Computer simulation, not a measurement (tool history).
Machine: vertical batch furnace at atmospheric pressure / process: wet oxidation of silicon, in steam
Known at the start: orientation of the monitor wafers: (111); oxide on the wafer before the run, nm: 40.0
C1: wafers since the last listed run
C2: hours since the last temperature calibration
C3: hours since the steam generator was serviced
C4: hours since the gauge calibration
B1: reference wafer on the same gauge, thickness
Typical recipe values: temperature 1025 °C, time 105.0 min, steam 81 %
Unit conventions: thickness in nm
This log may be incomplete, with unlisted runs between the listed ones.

Run 1, hour 0.0: usual settings; C1 0; C2 3790.0; C3 2153.3; C4 570.1; B1 580.85. Result: thickness 668.76 nm.
Run 2, hour 102.2: usual settings; C1 1283; C2 3892.2; C3 2255.5; C4 672.3; B1 581.03. Result: thickness 667.76 nm.
Run 3, hour 425.1: usual settings; C1 4053; C2 4215.1; C3 2578.4; C4 995.2; B1 580.96. Result: thickness 665.91 nm.
Run 4, hour 510.7: usual settings; C1 1074; C2 4300.7; C3 2664.0; C4 1080.8; B1 581.03. Result: thickness 664.37 nm.
At hour 556.4: steam generator serviced.
Run 5, hour 556.9: usual settings; C1 278; C2 4346.9; C3 0.5; C4 1127.0; B1 581.32. Result: thickness 660.23 nm.
Run 6, hour 633.6: usual settings; C1 962; C2 4423.6; C3 77.2; C4 1203.7; B1 581.19. Result: thickness 654.81 nm.
At hour 650.9: gauge calibrated.
At hour 690.6: thermocouples replaced and temperature profile calibrated.
Run 7, hour 729.1: usual settings; C1 897; C2 38.5; C3 172.7; C4 78.2; B1 581.31. Result: thickness 657.58 nm.
At hour 762.9: steam generator serviced, repeated, since the last time left the tool worse.
Run 8, hour 772.7: usual settings; C1 246; C2 82.1; C3 9.8; C4 121.8; B1 580.49. Result: thickness 677.74 nm.
Run 9, hour 872.1: usual settings; C1 1247; C2 181.5; C3 109.2; C4 221.2; B1 580.80. Result: thickness 676.78 nm.
Run 10, hour 935.0: usual settings but time 118.5 min, steam 92 %; C1 789; C2 244.4; C3 172.1; C4 284.1; B1 580.65. Result: thickness 777.74 nm.
Run 11, hour 1033.3: usual settings but temperature 1010 °C; C1 1234; C2 342.7; C3 270.4; C4 382.4; B1 581.15. Result: thickness 631.83 nm.
Run 12, hour 1079.3: usual settings but steam 71 %; C1 577; C2 388.7; C3 316.4; C4 428.4; B1 581.25. Result: thickness 630.67 nm.
Run 13, hour 1166.3: usual settings; C1 1092; C2 475.7; C3 403.4; C4 515.4; B1 581.06. Result: thickness 676.19 nm.
Run 14, hour 1249.1: usual settings but temperature 1014 °C, time 78.5 min, steam 89 %; C1 1039; C2 558.5; C3 486.2; C4 598.2; B1 581.10. Result: thickness 578.87 nm.
Run 15, hour 1334.1: usual settings but temperature 1009 °C, time 122.5 min; C1 1067; C2 643.5; C3 571.2; C4 683.2; B1 580.89. Result: thickness 688.06 nm.
Run 16, hour 1429.4: usual settings but temperature 1012 °C, time 72.5 min; C1 1196; C2 738.8; C3 666.5; C4 778.5; B1 581.38. Result: thickness 516.91 nm.
Run 17, hour 1473.9: usual settings; C1 558; C2 783.3; C3 711.0; C4 823.0; B1 580.71. Result: thickness 676.95 nm.
Run 18, hour 1549.8: usual settings but time 126.5 min; C1 952; C2 859.2; C3 786.9; C4 898.9; B1 580.71. Result: thickness 751.36 nm.

Hidden state at the last listed run before each entry between runs and at the first one after, where it differs:
Runs 4 to 5: steam generator serviced (hour 556.4)
  steam share off its setpoint, % of the setpoint: -3.38 -> -4.98
  measured less the result without the state, thickness: -12.93 -> -19.20 nm
Runs 6 to 7: gauge calibrated (hour 650.9); thermocouples replaced and temperature profile calibrated (hour 690.6)
  steam share off its setpoint, % of the setpoint: -4.98 -> -5
  measured less the result without the state, thickness: -19.06 -> -19.18 nm
Runs 7 to 8: steam generator serviced, repeated, since the last time left the tool worse (hour 762.9)
  steam share off its setpoint, % of the setpoint: -5 -> -0.124
  measured less the result without the state, thickness: -19.18 -> -0.47 nm
